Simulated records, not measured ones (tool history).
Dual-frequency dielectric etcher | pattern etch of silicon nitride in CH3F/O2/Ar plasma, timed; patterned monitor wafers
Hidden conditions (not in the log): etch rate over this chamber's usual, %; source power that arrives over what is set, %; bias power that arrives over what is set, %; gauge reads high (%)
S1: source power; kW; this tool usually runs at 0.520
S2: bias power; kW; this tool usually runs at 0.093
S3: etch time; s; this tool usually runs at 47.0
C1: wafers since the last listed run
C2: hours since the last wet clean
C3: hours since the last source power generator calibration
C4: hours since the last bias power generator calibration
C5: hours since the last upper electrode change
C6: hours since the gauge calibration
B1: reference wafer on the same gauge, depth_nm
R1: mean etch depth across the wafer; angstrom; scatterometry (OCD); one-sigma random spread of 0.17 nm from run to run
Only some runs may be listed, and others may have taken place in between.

run,hour,S1,S2,S3,C1,C2,C3,C4,C5,C6,B1,R1
1,0.0,0.520,0.093,53.5,0,453.9,1879.1,3293.2,2885.4,2065.3,46.22,461.3
2,31.6,0.520,0.093,47.0,324,485.5,1910.7,3324.8,2917.0,2096.9,46.21,406.3
# hour 98.9: wet clean of the chamber
3,99.4,0.610,0.093,47.0,449,0.5,1978.5,3392.6,2984.8,2164.7,46.24,447.4
4,309.1,0.520,0.078,47.0,2153,210.2,2188.2,3602.3,3194.5,2374.4,46.22,393.6
5,345.2,0.470,0.093,47.0,370,246.3,2224.3,3638.4,3230.6,2410.5,46.20,388.9
6,415.0,0.470,0.093,47.0,716,316.1,2294.1,3708.2,3300.4,2480.3,46.20,385.2
# hour 441.6: source power generator calibrated
7,473.6,0.470,0.093,47.0,560,374.7,32.0,3766.8,3359.0,2538.9,46.19,396.0
8,526.4,0.630,0.080,33.5,542,427.5,84.8,3819.6,3411.8,2591.7,46.25,313.2
9,561.7,0.450,0.093,56.5,362,462.8,120.1,3854.9,3447.1,2627.0,46.17,459.9
10,607.3,0.520,0.093,47.0,468,508.4,165.7,3900.5,3492.7,2672.6,46.11,411.1
# hour 637.5: wet clean of the chamber
11,643.0,0.470,0.093,36.0,120,5.5,201.4,3936.2,3528.4,2708.3,46.24,306.5
12,703.3,0.480,0.093,52.5,619,65.8,261.7,3996.5,3588.7,2768.6,46.19,448.0
# hour 746.4: upper electrode replaced
13,746.9,0.390,0.093,41.5,201,109.4,305.3,4040.1,0.5,2812.2,46.22,320.6
14,781.2,0.560,0.080,39.5,352,143.7,339.6,4074.4,34.8,2846.5,46.16,352.8
# hour 821.4: gauge calibrated
15,959.1,0.520,0.093,52.0,1826,321.6,517.5,4252.3,212.7,137.7,46.19,458.7
16,1024.3,0.630,0.107,52.0,669,386.8,582.7,4317.5,277.9,202.9,46.16,524.2
17,1082.6,0.520,0.075,47.0,598,445.1,641.0,4375.8,336.2,261.2,46.15,392.5
18,1143.8,0.610,0.084,60.5,628,506.3,702.2,4437.0,397.4,322.4,46.20,559.6
19,1203.1,0.520,0.106,47.0,608,565.6,761.5,4496.3,456.7,381.7,46.22,425.3
# hour 1243.2: wet clean of the chamber
20,1250.2,0.630,0.102,47.0,237,7.0,808.6,4543.4,503.8,428.8,46.21,471.6
# hour 1293.9: bias power generator calibrated
21,1401.6,0.520,0.113,52.0,1513,158.4,960.0,107.7,655.2,580.2,46.25,482.9
22,1456.4,0.620,0.107,47.0,562,213.2,1014.8,162.5,710.0,635.0,46.13,471.5
23,1516.9,0.520,0.083,59.0,621,273.7,1075.3,223.0,770.5,695.5,46.20,504.3
24,1579.4,0.490,0.113,56.5,641,336.2,1137.8,285.5,833.0,758.0,46.18,504.4
25,1735.0,0.580,0.093,47.0,1597,491.8,1293.4,441.1,988.6,913.6,46.21,427.2
# hour 1797.0: wet clean of the chamber
26,1876.9,0.520,0.093,47.0,1210,79.9,1435.3,583.0,1130.5,1055.5,46.18,419.2
27,1935.9,0.450,0.075,43.0,605,138.9,1494.3,642.0,1189.5,1114.5,46.22,337.7
28,1993.9,0.520,0.093,47.0,595,196.9,1552.3,700.0,1247.5,1172.5,46.17,417.8

Here are 5 independent what-if runs from the current tool condition. What would each one return?
A,1994.3,0.520,0.093,47.0,4,197.3,1552.7,700.4,1247.9,1172.9,?,?
B,1994.3,0.410,0.103,43.0,4,197.3,1552.7,700.4,1247.9,1172.9,?,?
C,1994.3,0.520,0.093,33.5,4,197.3,1552.7,700.4,1247.9,1172.9,?,?
D,1994.3,0.470,0.076,40.5,4,197.3,1552.7,700.4,1247.9,1172.9,?,?
E,1994.3,0.520,0.113,47.0,4,197.3,1552.7,700.4,1247.9,1172.9,?,?

run,B1,R1
A,46.12,414.5
B,46.12,345.4
C,46.12,295.5
D,46.12,323.7
E,46.12,436.0
What these runs would have given with no unlogged condition in the tool:
run,R1
A,419.6
B,349.5
C,299.1
D,327.7
E,441.3
